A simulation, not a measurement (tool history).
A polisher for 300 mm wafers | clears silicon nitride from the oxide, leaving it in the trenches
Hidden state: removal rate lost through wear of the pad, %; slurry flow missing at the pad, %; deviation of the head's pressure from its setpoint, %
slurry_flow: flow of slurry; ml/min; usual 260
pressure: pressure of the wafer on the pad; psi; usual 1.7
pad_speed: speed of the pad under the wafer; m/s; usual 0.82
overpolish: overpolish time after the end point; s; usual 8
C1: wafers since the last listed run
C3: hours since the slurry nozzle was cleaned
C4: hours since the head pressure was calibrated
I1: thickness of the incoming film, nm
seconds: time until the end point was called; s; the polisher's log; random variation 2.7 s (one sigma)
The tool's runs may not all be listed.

Run 1, hour 0: usual settings; C1 0; wafers polished on this pad 515; C3 353.1; C4 540.4; I1 70.4. Result: seconds 179.2 s.
Run 2, hour 19.7: usual settings but slurry_flow 210 ml/min; C1 81; wafers polished on this pad 597; C3 372.8; C4 560.1; I1 70.3. Result: seconds 178.3 s.
Run 3, hour 48.7: usual settings; C1 120; wafers polished on this pad 717; C3 401.8; C4 589.1; I1 70.3. Result: seconds 176.1 s.
Run 4, hour 71.3: usual settings; C1 94; wafers polished on this pad 811; C3 424.4; C4 611.7; I1 69.7. Result: seconds 177 s.
At hour 72.4: slurry nozzle cleaned.
Run 5, hour 94.1: usual settings; C1 90; wafers polished on this pad 902; C3 21.7; C4 634.5; I1 69.5. Result: seconds 177 s.
At hour 98.6: worn pad replaced by a new one.
Run 6, hour 123.4: usual settings but slurry_flow 225 ml/min, pad_speed 0.68 m/s; C1 105; wafers polished on this pad 103; C3 51; C4 663.8; I1 69.8. Result: seconds 207 s.
Run 7, hour 154.1: usual settings; C1 127; wafers polished on this pad 230; C3 81.7; C4 694.5; I1 69.5. Result: seconds 166.4 s.
Run 8, hour 166.8: usual settings; C1 52; wafers polished on this pad 283; C3 94.4; C4 707.2; I1 68.9. Result: seconds 164.5 s.
Run 9, hour 201.5: usual settings; C1 144; wafers polished on this pad 428; C3 129.1; C4 741.9; I1 70.2. Result: seconds 172.6 s.
Run 10, hour 220.9: usual settings; C1 80; wafers polished on this pad 508; C3 148.5; C4 761.3; I1 70.3. Result: seconds 180.1 s.
Run 11, hour 242: usual settings but overpolish 5 s; C1 87; wafers polished on this pad 596; C3 169.6; C4 782.4; I1 69.6. Result: seconds 174.7 s.
Run 12, hour 277.2: usual settings but pressure 2.1 psi, pad_speed 0.68 m/s; C1 146; wafers polished on this pad 742; C3 204.8; C4 817.6; I1 70.1. Result: seconds 170.6 s.
Run 13, hour 297: usual settings but pressure 2.1 psi, pad_speed 0.68 m/s; C1 82; wafers polished on this pad 825; C3 224.6; C4 837.4; I1 70.6. Result: seconds 176.7 s.
Run 14, hour 310.8: usual settings but pressure 2.1 psi, pad_speed 0.68 m/s; C1 57; wafers polished on this pad 882; C3 238.4; C4 851.2; I1 69.3. Result: seconds 170.9 s.
Run 15, hour 337.4: usual settings but pad_speed 0.96 m/s; C1 110; wafers polished on this pad 993; C3 265; C4 877.8; I1 69.7. Result: seconds 150.9 s.
Run 16, hour 351.5: usual settings; C1 58; wafers polished on this pad 1051; C3 279.1; C4 891.9; I1 70.7. Result: seconds 178.4 s.
At hour 377.3: worn pad replaced by a new one.
Run 17, hour 378.3: usual settings; C1 94; wafers polished on this pad 4; C3 305.9; C4 918.7; I1 70.3. Result: seconds 157.9 s.
Run 18, hour 403.8: usual settings but pressure 1.6 psi; C1 106; wafers polished on this pad 110; C3 331.4; C4 944.2; I1 68.9. Result: seconds 171.4 s.
At hour 406.1: slurry nozzle cleaned.
Run 19, hour 433.6: usual settings but overpolish 3 s; C1 119; wafers polished on this pad 229; C3 27.5; C4 974; I1 70.3. Result: seconds 166 s.
Run 20, hour 462.2: usual settings but slurry_flow 195 ml/min, pressure 1.5 psi, pad_speed 1.08 m/s, overpolish 12 s; C1 118; wafers polished on this pad 348; C3 56.1; C4 1002.6; I1 69. Result: seconds 149.6 s.
Run 21, hour 493.1: usual settings but slurry_flow 215 ml/min, pressure 1.2 psi, pad_speed 0.58 m/s, overpolish 9 s; C1 128; wafers polished on this pad 477; C3 87; C4 1033.5; I1 71. Result: seconds 364.3 s.
At hour 505.5: head pressure recalibrated.
Run 22, hour 512.4: usual settings but pressure 2.3 psi, pad_speed 0.58 m/s; C1 71; wafers polished on this pad 549; C3 106.3; C4 6.9; I1 71. Result: seconds 186.7 s.
Run 23, hour 538.9: usual settings but slurry_flow 230 ml/min, pressure 2.1 psi, pad_speed 0.58 m/s, overpolish 11 s; C1 110; wafers polished on this pad 659; C3 132.8; C4 33.4; I1 69.9. Result: seconds 204.1 s.
Run 24, hour 551.4: usual settings but pressure 2.3 psi, pad_speed 0.58 m/s; C1 51; wafers polished on this pad 711; C3 145.3; C4 45.9; I1 70.3. Result: seconds 187.1 s.
Run 25, hour 566.1: usual settings but pressure 2.3 psi, pad_speed 0.62 m/s, overpolish 10 s; C1 61; wafers polished on this pad 772; C3 160; C4 60.6; I1 69. Result: seconds 170.4 s.
Run 26, hour 594.1: usual settings; C1 116; wafers polished on this pad 889; C3 188; C4 88.6; I1 69.1. Result: seconds 171.7 s.
At hour 609.3: worn pad replaced by a new one.
Run 27, hour 609.8: usual settings but slurry_flow 315 ml/min, pressure 1.9 psi, overpolish 12 s; C1 48; wafers polished on this pad 2; C3 203.7; C4 104.3; I1 70.1. Result: seconds 141.4 s.
Run 28, hour 632.2: usual settings but pressure 1.2 psi, pad_speed 1.08 m/s; C1 93; wafers polished on this pad 95; C3 226.1; C4 126.7; I1 69.9. Result: seconds 175.8 s.
Run 29, hour 661.2: usual settings but pressure 2 psi; C1 120; wafers polished on this pad 215; C3 255.1; C4 155.7; I1 69.5. Result: seconds 141.6 s.
Run 30, hour 686.5: usual settings but pressure 1.5 psi, pad_speed 1.02 m/s, overpolish 12 s; C1 105; wafers polished on this pad 321; C3 280.4; C4 181; I1 71.1. Result: seconds 157.5 s.
Run 31, hour 711.2: usual settings; C1 102; wafers polished on this pad 423; C3 305.1; C4 205.7; I1 71.2. Result: seconds 178.9 s.
Run 32, hour 737.4: usual settings but pad_speed 0.96 m/s; C1 108; wafers polished on this pad 532; C3 331.3; C4 231.9; I1 70.8. Result: seconds 150.8 s.
Run 33, hour 766.5: usual settings but slurry_flow 220 ml/min; C1 121; wafers polished on this pad 653; C3 360.4; C4 261; I1 69.4. Result: seconds 177.7 s.
Run 34, hour 778.5: usual settings but slurry_flow 185 ml/min, pressure 1.1 psi, pad_speed 0.74 m/s; C1 49; wafers polished on this pad 703; C3 372.4; C4 273; I1 69.9. Result: seconds 313.8 s.
Run 35, hour 801.7: usual settings but slurry_flow 330 ml/min, pad_speed 0.94 m/s, overpolish 6 s; C1 96; wafers polished on this pad 800; C3 395.6; C4 296.2; I1 70.8. Result: seconds 158.4 s.
At hour 821.5: slurry nozzle cleaned.
Run 36, hour 823.3: usual settings but slurry_flow 285 ml/min, pressure 2 psi, pad_speed 0.68 m/s, overpolish 4 s; C1 85; wafers polished on this pad 885; C3 1.8; C4 317.8; I1 69.3. Result: seconds 181 s.

The same runs without the tool's hidden state, with the same run-to-run variation:
run  seconds
  1      162
  2    160.2
  3    157.1
  4    157.2
  5    156.8
  6      199
  7    155.5
  8    152.3
  9    156.7
 10    162.2
 11    156.3
 12    151.4
 13    156.3
 14    150.8
 15    132.8
 16    156.8
 17    157.3
 18    165.6
 19    156.1
 20      138
 21    331.3
 22    168.7
 23    183.1
 24    167.4
 25    152.1
 26    152.6
 27    140.3
 28    169.5
 29    132.8
 30    145.2
 31    162.8
 32    135.8
 33    158.6
 34    279.3
 35    140.4
 36      160
